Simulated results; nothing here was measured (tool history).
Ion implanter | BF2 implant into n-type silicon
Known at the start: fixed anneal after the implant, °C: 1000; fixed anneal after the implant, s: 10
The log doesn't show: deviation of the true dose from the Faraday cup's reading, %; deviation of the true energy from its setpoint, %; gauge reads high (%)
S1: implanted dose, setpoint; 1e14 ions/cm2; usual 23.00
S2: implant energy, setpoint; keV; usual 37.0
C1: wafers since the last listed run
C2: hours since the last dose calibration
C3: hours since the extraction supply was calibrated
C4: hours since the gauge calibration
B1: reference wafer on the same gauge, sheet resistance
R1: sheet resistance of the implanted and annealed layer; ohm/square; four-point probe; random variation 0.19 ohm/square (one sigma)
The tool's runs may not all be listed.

| run | hour | S1 | S2 | C1 | C2 | C3 | C4 | B1 | R1 |
|---|---|---|---|---|---|---|---|---|---|
| 1 | 0.0 | 18.22 | 27.5 | 0 | 393.4 | 5284.9 | 162.1 | 115.96 | 150.71 |
| 2 | 11.4 | 18.22 | 27.5 | 160 | 404.8 | 5296.3 | 173.5 | 115.97 | 150.80 |
| 3 | 19.0 | 18.22 | 27.5 | 106 | 412.4 | 5303.9 | 181.1 | 115.97 | 150.94 |
| 4 | 36.4 | 23.00 | 37.0 | 244 | 429.8 | 5321.3 | 198.5 | 116.07 | 124.64 |
| 5 | 51.0 | 23.00 | 37.0 | 205 | 444.4 | 5335.9 | 213.1 | 115.99 | 124.61 |
| 6 | 59.6 | 23.00 | 37.0 | 120 | 453.0 | 5344.5 | 221.7 | 115.99 | 124.51 |
| 7 | 67.3 | 23.00 | 46.0 | 108 | 460.7 | 5352.2 | 229.4 | 115.98 | 109.12 |
| 8 | 81.4 | 23.00 | 46.0 | 198 | 474.8 | 5366.3 | 243.5 | 115.95 | 109.26 |
|  | 95.4 | extraction supply calibrated |
| 9 | 97.4 | 23.00 | 37.0 | 112 | 490.8 | 2.0 | 259.5 | 116.06 | 124.10 |
| 10 | 105.6 | 23.00 | 37.0 | 115 | 499.0 | 10.2 | 267.7 | 116.03 | 124.46 |
| 11 | 112.3 | 23.00 | 37.0 | 94 | 505.7 | 16.9 | 274.4 | 116.10 | 124.30 |
| 12 | 145.2 | 24.96 | 37.0 | 462 | 538.6 | 49.8 | 307.3 | 116.03 | 124.23 |
|  | 151.1 | gauge calibrated |
| 13 | 159.7 | 23.00 | 48.0 | 203 | 553.1 | 64.3 | 8.6 | 116.04 | 106.90 |
| 14 | 168.2 | 23.00 | 37.0 | 119 | 561.6 | 72.8 | 17.1 | 115.99 | 124.51 |
| 15 | 178.2 | 23.00 | 37.0 | 140 | 571.6 | 82.8 | 27.1 | 115.98 | 124.18 |
|  | 193.0 | Faraday cup replaced and dose calibrated |
| 16 | 195.6 | 23.00 | 46.5 | 132 | 2.6 | 100.2 | 44.5 | 115.97 | 108.98 |
| 17 | 203.7 | 27.37 | 28.5 | 113 | 10.7 | 108.3 | 52.6 | 116.02 | 142.06 |
| 18 | 220.9 | 23.00 | 46.0 | 241 | 27.9 | 125.5 | 69.8 | 116.01 | 109.41 |
| 19 | 238.0 | 18.08 | 25.5 | 240 | 45.0 | 142.6 | 86.9 | 115.95 | 157.63 |
| 20 | 252.5 | 17.44 | 42.5 | 203 | 59.5 | 157.1 | 101.4 | 116.06 | 118.27 |
| 21 | 262.1 | 16.18 | 27.0 | 135 | 69.1 | 166.7 | 111.0 | 115.97 | 154.50 |
| 22 | 274.8 | 29.06 | 46.5 | 178 | 81.8 | 179.4 | 123.7 | 116.00 | 106.97 |
| 23 | 291.3 | 19.37 | 43.0 | 232 | 98.3 | 195.9 | 140.2 | 116.03 | 115.88 |
| 24 | 299.8 | 23.00 | 37.0 | 119 | 106.8 | 204.4 | 148.7 | 116.02 | 124.29 |

How the hidden state differs across the entries between the runs, from the last listed run before each to the first after it:
Between runs 8 and 9: extraction supply calibrated (hour 95.4)
  no hidden state differs between the two runs
Between runs 12 and 13: gauge calibrated (hour 151.1)
  no hidden state differs between the two runs
Between runs 15 and 16: Faraday cup replaced and dose calibrated (hour 193.0)
  no hidden state differs between the two runs
